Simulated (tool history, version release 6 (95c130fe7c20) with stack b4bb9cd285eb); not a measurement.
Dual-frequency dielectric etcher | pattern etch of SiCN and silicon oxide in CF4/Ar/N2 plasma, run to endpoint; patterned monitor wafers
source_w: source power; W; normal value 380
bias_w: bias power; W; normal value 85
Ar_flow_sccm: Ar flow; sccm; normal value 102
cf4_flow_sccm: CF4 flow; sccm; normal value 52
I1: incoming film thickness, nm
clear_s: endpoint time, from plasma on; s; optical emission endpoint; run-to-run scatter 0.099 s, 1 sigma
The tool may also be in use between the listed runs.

run 1 hour=0.0 | source_w=380 bias_w=85 Ar_flow_sccm=102 cf4_flow_sccm=52 | I1=15.41 | clear_s=19.8
run 2 hour=38.6 | source_w=380 bias_w=85 Ar_flow_sccm=102 cf4_flow_sccm=52 | I1=15.42 | clear_s=19.8
run 3 hour=129.0 | source_w=330 bias_w=78 Ar_flow_sccm=102 cf4_flow_sccm=52 | I1=15.40 | clear_s=24.1
run 4 hour=410.2 | source_w=460 bias_w=71 Ar_flow_sccm=115 cf4_flow_sccm=39 | I1=15.53 | clear_s=18.9
run 5 hour=483.0 | source_w=310 bias_w=73 Ar_flow_sccm=102 cf4_flow_sccm=52 | I1=15.51 | clear_s=28.1
run 6 hour=557.7 | source_w=420 bias_w=85 Ar_flow_sccm=102 cf4_flow_sccm=60 | I1=15.41 | clear_s=18.3
run 7 hour=597.6 | source_w=380 bias_w=85 Ar_flow_sccm=102 cf4_flow_sccm=52 | I1=15.42 | clear_s=20.6
run 8 hour=652.3 | source_w=380 bias_w=85 Ar_flow_sccm=102 cf4_flow_sccm=52 | I1=15.41 | clear_s=20.5
run 9 hour=741.8 | source_w=440 bias_w=105 Ar_flow_sccm=109 cf4_flow_sccm=42 | I1=15.37 | clear_s=16.3
run 10 hour=833.0 | source_w=380 bias_w=85 Ar_flow_sccm=102 cf4_flow_sccm=52 | I1=15.41 | clear_s=20.5
run 11 hour=915.5 | source_w=380 bias_w=85 Ar_flow_sccm=102 cf4_flow_sccm=52 | I1=15.55 | clear_s=20.6
run 12 hour=1016.6 | source_w=380 bias_w=104 Ar_flow_sccm=102 cf4_flow_sccm=64 | I1=15.38 | clear_s=18.3
run 13 hour=1088.2 | source_w=450 bias_w=85 Ar_flow_sccm=102 cf4_flow_sccm=52 | I1=15.45 | clear_s=16.9
run 14 hour=1130.6 | source_w=350 bias_w=94 Ar_flow_sccm=102 cf4_flow_sccm=40 | I1=15.32 | clear_s=21.8
run 15 hour=1196.0 | source_w=380 bias_w=85 Ar_flow_sccm=102 cf4_flow_sccm=52 | I1=15.50 | clear_s=20.4
run 16 hour=1238.6 | source_w=430 bias_w=85 Ar_flow_sccm=82 cf4_flow_sccm=60 | I1=15.44 | clear_s=17.0
run 17 hour=1275.8 | source_w=380 bias_w=91 Ar_flow_sccm=102 cf4_flow_sccm=52 | I1=15.49 | clear_s=19.8
run 18 hour=1381.2 | source_w=380 bias_w=95 Ar_flow_sccm=121 cf4_flow_sccm=52 | I1=15.55 | clear_s=19.8
run 19 hour=1469.0 | source_w=380 bias_w=79 Ar_flow_sccm=102 cf4_flow_sccm=52 | I1=15.46 | clear_s=21.0
run 20 hour=1510.5 | source_w=420 bias_w=85 Ar_flow_sccm=102 cf4_flow_sccm=39 | I1=15.51 | clear_s=18.6
run 21 hour=1616.7 | source_w=470 bias_w=69 Ar_flow_sccm=121 cf4_flow_sccm=61 | I1=15.31 | clear_s=17.4
run 22 hour=1677.4 | source_w=320 bias_w=70 Ar_flow_sccm=102 cf4_flow_sccm=52 | I1=15.37 | clear_s=26.4
run 23 hour=1740.3 | source_w=380 bias_w=85 Ar_flow_sccm=122 cf4_flow_sccm=52 | I1=15.50 | clear_s=20.7
run 24 hour=1803.1 | source_w=380 bias_w=85 Ar_flow_sccm=102 cf4_flow_sccm=52 | I1=15.52 | clear_s=20.1

Withheld: 6 entries from between the runs. Position of each, and hidden state at the listed run before versus the listed run after:
Runs 2 to 3: CF4 flow controller replaced (hour 104.2)
  source power that arrives over what is set, %: 4.76 -> 4.77
  measured minus no-state result, clear_s: -1.1 -> -1.3 s
Runs 3 to 4: source power generator calibrated (hour 137.0); Ar flow controller replaced (hour 261.5)
  source power that arrives over what is set, %: 4.77 -> 0.883
  measured minus no-state result, clear_s: -1.3 -> -0.2 s
Runs 4 to 5: wet clean of the chamber (hour 462.0)
  source power that arrives over what is set, %: 0.883 -> 1.07
  measured minus no-state result, clear_s: -0.2 -> -0.3 s
Runs 10 to 11: bias power generator calibrated (hour 894.9)
  source power that arrives over what is set, %: 1.89 -> 2.05
  measured minus no-state result, clear_s: -0.4 -> -0.5 s
Runs 17 to 18: wet clean of the chamber (hour 1345.4)
  source power that arrives over what is set, %: 2.7 -> 2.86
  measured minus no-state result, clear_s: -0.6 -> -0.6 s

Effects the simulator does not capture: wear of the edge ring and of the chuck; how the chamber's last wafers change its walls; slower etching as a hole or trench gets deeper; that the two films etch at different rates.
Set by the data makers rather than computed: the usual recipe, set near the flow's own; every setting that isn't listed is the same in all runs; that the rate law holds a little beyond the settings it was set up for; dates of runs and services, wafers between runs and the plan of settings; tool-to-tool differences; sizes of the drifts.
